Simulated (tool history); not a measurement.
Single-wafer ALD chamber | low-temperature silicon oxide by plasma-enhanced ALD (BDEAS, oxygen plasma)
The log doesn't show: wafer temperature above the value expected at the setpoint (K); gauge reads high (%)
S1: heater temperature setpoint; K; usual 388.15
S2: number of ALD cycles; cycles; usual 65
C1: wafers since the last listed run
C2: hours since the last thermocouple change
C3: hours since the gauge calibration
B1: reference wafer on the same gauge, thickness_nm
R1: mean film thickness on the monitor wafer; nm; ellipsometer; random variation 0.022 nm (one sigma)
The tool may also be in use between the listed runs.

run 1 hour=0.0 | S1=392.15 S2=68 | C1=0 C2=1908.5 C3=223.3 | B1=10.576 | R1=9.246
run 2 hour=15.1 | S1=388.15 S2=65 | C1=66 C2=1923.6 C3=238.4 | B1=10.579 | R1=8.849
run 3 hour=36.0 | S1=388.15 S2=65 | C1=91 C2=1944.5 C3=259.3 | B1=10.558 | R1=8.873
run 4 hour=69.1 | S1=388.15 S2=65 | C1=144 C2=1977.6 C3=292.4 | B1=10.574 | R1=8.895
run 5 hour=91.6 | S1=388.15 S2=65 | C1=98 C2=2000.1 C3=314.9 | B1=10.563 | R1=8.857
run 6 hour=175.7 | S1=388.15 S2=65 | C1=368 C2=2084.2 C3=399.0 | B1=10.590 | R1=8.904
run 7 hour=190.5 | S1=388.15 S2=65 | C1=64 C2=2099.0 C3=413.8 | B1=10.561 | R1=8.892
run 8 hour=209.0 | S1=388.15 S2=60 | C1=80 C2=2117.5 C3=432.3 | B1=10.571 | R1=8.223
run 9 hour=242.2 | S1=388.15 S2=60 | C1=145 C2=2150.7 C3=465.5 | B1=10.564 | R1=8.211
run 10 hour=271.5 | S1=388.15 S2=60 | C1=128 C2=2180.0 C3=494.8 | B1=10.572 | R1=8.202
run 11 hour=286.3 | S1=395.15 S2=65 | C1=64 C2=2194.8 C3=509.6 | B1=10.575 | R1=8.756
run 12 hour=302.2 | S1=395.15 S2=65 | C1=69 C2=2210.7 C3=525.5 | B1=10.576 | R1=8.767
run 13 hour=317.6 | S1=395.15 S2=65 | C1=67 C2=2226.1 C3=540.9 | B1=10.576 | R1=8.773
run 14 hour=352.1 | S1=388.15 S2=65 | C1=151 C2=2260.6 C3=575.4 | B1=10.572 | R1=8.903
run 15 hour=364.4 | S1=388.15 S2=65 | C1=53 C2=2272.9 C3=587.7 | B1=10.573 | R1=8.869
run 16 hour=468.4 | S1=388.15 S2=65 | C1=455 C2=2376.9 C3=691.7 | B1=10.573 | R1=8.878
run 17 hour=492.4 | S1=388.15 S2=73 | C1=105 C2=2400.9 C3=715.7 | B1=10.559 | R1=9.987
run 18 hour=513.4 | S1=379.15 S2=65 | C1=91 C2=2421.9 C3=736.7 | B1=10.572 | R1=9.055
-- hour=527.3 gauge calibrated
run 19 hour=530.7 | S1=379.15 S2=65 | C1=75 C2=2439.2 C3=3.4 | B1=10.577 | R1=9.035
run 20 hour=561.2 | S1=379.15 S2=65 | C1=133 C2=2469.7 C3=33.9 | B1=10.580 | R1=9.038
run 21 hour=587.5 | S1=379.15 S2=60 | C1=115 C2=2496.0 C3=60.2 | B1=10.569 | R1=8.350
-- hour=600.2 thermocouple changed; heater temperature recalibrated
run 22 hour=616.8 | S1=388.15 S2=65 | C1=93 C2=16.6 C3=89.5 | B1=10.578 | R1=8.913
run 23 hour=645.3 | S1=388.15 S2=65 | C1=124 C2=45.1 C3=118.0 | B1=10.561 | R1=8.858
run 24 hour=678.9 | S1=393.15 S2=71 | C1=147 C2=78.7 C3=151.6 | B1=10.569 | R1=9.601
run 25 hour=703.4 | S1=388.15 S2=65 | C1=107 C2=103.2 C3=176.1 | B1=10.573 | R1=8.927
run 26 hour=737.6 | S1=376.15 S2=56 | C1=149 C2=137.4 C3=210.3 | B1=10.576 | R1=7.855
run 27 hour=764.4 | S1=388.15 S2=65 | C1=117 C2=164.2 C3=237.1 | B1=10.570 | R1=8.895
run 28 hour=798.2 | S1=393.15 S2=65 | C1=147 C2=198.0 C3=270.9 | B1=10.582 | R1=8.784
run 29 hour=814.9 | S1=397.15 S2=65 | C1=73 C2=214.7 C3=287.6 | B1=10.566 | R1=8.740
run 30 hour=832.7 | S1=388.15 S2=75 | C1=77 C2=232.5 C3=305.4 | B1=10.558 | R1=10.249
run 31 hour=848.5 | S1=378.15 S2=74 | C1=69 C2=248.3 C3=321.2 | B1=10.571 | R1=10.323
run 32 hour=864.8 | S1=377.15 S2=60 | C1=71 C2=264.6 C3=337.5 | B1=10.570 | R1=8.389
run 33 hour=877.4 | S1=376.15 S2=74 | C1=55 C2=277.2 C3=350.1 | B1=10.555 | R1=10.362
run 34 hour=909.9 | S1=388.15 S2=65 | C1=142 C2=309.7 C3=382.6 | B1=10.577 | R1=8.909
run 35 hour=926.3 | S1=384.15 S2=53 | C1=71 C2=326.1 C3=399.0 | B1=10.563 | R1=7.324
run 36 hour=967.9 | S1=377.15 S2=72 | C1=182 C2=367.7 C3=440.6 | B1=10.567 | R1=10.100
run 37 hour=981.7 | S1=393.15 S2=76 | C1=60 C2=381.5 C3=454.4 | B1=10.569 | R1=10.321
run 38 hour=1025.1 | S1=388.15 S2=65 | C1=190 C2=424.9 C3=497.8 | B1=10.578 | R1=8.924
run 39 hour=1056.1 | S1=388.15 S2=54 | C1=135 C2=455.9 C3=528.8 | B1=10.560 | R1=7.403
run 40 hour=1071.8 | S1=382.15 S2=70 | C1=68 C2=471.6 C3=544.5 | B1=10.581 | R1=9.760
run 41 hour=1098.5 | S1=388.15 S2=78 | C1=116 C2=498.3 C3=571.2 | B1=10.571 | R1=10.672

What the log doesn't show, run by run:
wafer temperature above the value expected at the setpoint (K): 0 in every run
gauge reads high (%): 0 in every run
